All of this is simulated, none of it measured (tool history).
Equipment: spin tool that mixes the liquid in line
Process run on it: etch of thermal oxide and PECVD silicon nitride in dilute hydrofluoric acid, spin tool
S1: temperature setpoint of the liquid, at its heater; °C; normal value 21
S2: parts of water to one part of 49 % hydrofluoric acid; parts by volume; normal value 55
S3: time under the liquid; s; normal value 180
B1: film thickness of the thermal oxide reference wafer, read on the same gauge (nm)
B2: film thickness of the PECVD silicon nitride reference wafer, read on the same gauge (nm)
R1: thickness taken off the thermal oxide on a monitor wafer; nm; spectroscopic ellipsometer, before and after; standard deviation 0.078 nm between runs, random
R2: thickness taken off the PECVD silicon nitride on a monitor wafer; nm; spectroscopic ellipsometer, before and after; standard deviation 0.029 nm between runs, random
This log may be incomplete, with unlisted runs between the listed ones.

{"run": 1, "hour": 0.0, "S1": 21, "S2": 55, "S3": 225, "B1": 80.82, "B2": 101.016, "R1": 18.38, "R2": 5.58}
{"run": 2, "hour": 53.8, "S1": 21, "S2": 55, "S3": 225, "B1": 80.97, "B2": 101.215, "R1": 18.45, "R2": 5.507}
{"run": 3, "hour": 95.4, "S1": 21, "S2": 55, "S3": 180, "B1": 81.05, "B2": 101.357, "R1": 14.86, "R2": 4.457}
{"run": 4, "hour": 184.2, "S1": 21, "S2": 55, "S3": 180, "B1": 81.34, "B2": 101.604, "R1": 14.76, "R2": 4.468}
{"run": 5, "hour": 225.2, "S1": 21, "S2": 55, "S3": 180, "B1": 81.46, "B2": 101.778, "R1": 14.98, "R2": 4.528}
{"run": 6, "hour": 318.8, "S1": 21, "S2": 55, "S3": 180, "B1": 81.71, "B2": 102.147, "R1": 14.78, "R2": 4.486}
{"run": 7, "hour": 359.1, "S1": 21, "S2": 55, "S3": 180, "B1": 81.81, "B2": 102.303, "R1": 14.93, "R2": 4.495}
{"run": 8, "hour": 606.1, "S1": 21, "S2": 55, "S3": 180, "B1": 82.54, "B2": 103.13, "R1": 15.04, "R2": 4.545}
{"hour": 663.4, "done": "thermometer replaced"}
{"run": 9, "hour": 683.2, "S1": 21, "S2": 75, "S3": 180, "B1": 82.75, "B2": 103.441, "R1": 10.81, "R2": 3.388}
{"run": 10, "hour": 787.2, "S1": 21, "S2": 75, "S3": 180, "B1": 83.04, "B2": 103.816, "R1": 10.92, "R2": 3.393}
{"run": 11, "hour": 869.9, "S1": 17, "S2": 55, "S3": 265, "B1": 83.28, "B2": 104.14, "R1": 18.74, "R2": 5.14}
{"run": 12, "hour": 950.0, "S1": 17, "S2": 55, "S3": 265, "B1": 83.48, "B2": 104.37, "R1": 18.86, "R2": 5.086}
{"run": 13, "hour": 993.8, "S1": 17.5, "S2": 70, "S3": 290, "B1": 83.62, "B2": 104.52, "R1": 16.2, "R2": 4.64}
{"run": 14, "hour": 1049.6, "S1": 24, "S2": 55, "S3": 290, "B1": 83.81, "B2": 104.736, "R1": 28, "R2": 9.111}
{"hour": 1123.2, "done": "gauge calibrated"}
{"run": 15, "hour": 1150.9, "S1": 18, "S2": 75, "S3": 180, "B1": 79.83, "B2": 99.803, "R1": 9.14, "R2": 2.603}
{"run": 16, "hour": 1201.6, "S1": 21, "S2": 55, "S3": 180, "B1": 79.97, "B2": 99.955, "R1": 14.61, "R2": 4.443}
{"run": 17, "hour": 1297.3, "S1": 18.5, "S2": 35, "S3": 145, "B1": 80.22, "B2": 100.275, "R1": 17.06, "R2": 4.634}
{"run": 18, "hour": 1394.4, "S1": 25.5, "S2": 30, "S3": 230, "B1": 80.53, "B2": 100.634, "R1": 42.75, "R2": 13.905}
{"run": 19, "hour": 1498.0, "S1": 21, "S2": 55, "S3": 180, "B1": 80.79, "B2": 101.046, "R1": 14.74, "R2": 4.424}
{"hour": 1600.8, "done": "hydrofluoric acid flow meter replaced"}
{"run": 20, "hour": 1715.5, "S1": 21, "S2": 55, "S3": 180, "B1": 81.42, "B2": 101.762, "R1": 14.88, "R2": 4.454}
{"run": 21, "hour": 1793.9, "S1": 21, "S2": 35, "S3": 235, "B1": 81.67, "B2": 102.045, "R1": 31.17, "R2": 9.152}
{"run": 22, "hour": 1857.0, "S1": 17, "S2": 65, "S3": 140, "B1": 81.82, "B2": 102.295, "R1": 8.19, "R2": 2.245}
{"run": 23, "hour": 1934.4, "S1": 23, "S2": 65, "S3": 260, "B1": 82.07, "B2": 102.602, "R1": 19.36, "R2": 6.292}
{"run": 24, "hour": 2040.1, "S1": 21, "S2": 55, "S3": 180, "B1": 82.35, "B2": 102.937, "R1": 15.03, "R2": 4.56}
{"run": 25, "hour": 2131.6, "S1": 26, "S2": 40, "S3": 70, "B1": 82.61, "B2": 103.197, "R1": 10.03, "R2": 3.369}
{"run": 26, "hour": 2196.4, "S1": 21, "S2": 55, "S3": 125, "B1": 82.79, "B2": 103.467, "R1": 10.45, "R2": 3.111}

Each row is a separate what-if for the run after 26, all from the same tool condition, not one after another. Results?
{"run": "A", "hour": 2196.9, "S1": 21, "S2": 55, "S3": 240, "B1": "?", "B2": "?", "R1": "?", "R2": "?"}
{"run": "B", "hour": 2196.9, "S1": 22.5, "S2": 40, "S3": 250, "B1": "?", "B2": "?", "R1": "?", "R2": "?"}
{"run": "C", "hour": 2196.9, "S1": 19, "S2": 35, "S3": 275, "B1": "?", "B2": "?", "R1": "?", "R2": "?"}
{"run": "D", "hour": 2196.9, "S1": 22.5, "S2": 80, "S3": 85, "B1": "?", "B2": "?", "R1": "?", "R2": "?"}

run=A B1=82.77 B2=103.483 R1=20.03 R2=6.102
run=B B1=82.77 B2=103.483 R1=31.14 R2=9.608
run=C B1=82.77 B2=103.483 R1=33.93 R2=9.431
run=D B1=82.77 B2=103.483 R1=5.03 R2=1.659
Had the tool no hidden state, the same runs would have come out as:
run=A R1=19.36 R2=5.896
run=B R1=30.09 R2=9.284
run=C R1=32.79 R2=9.113
run=D R1=4.86 R2=1.603
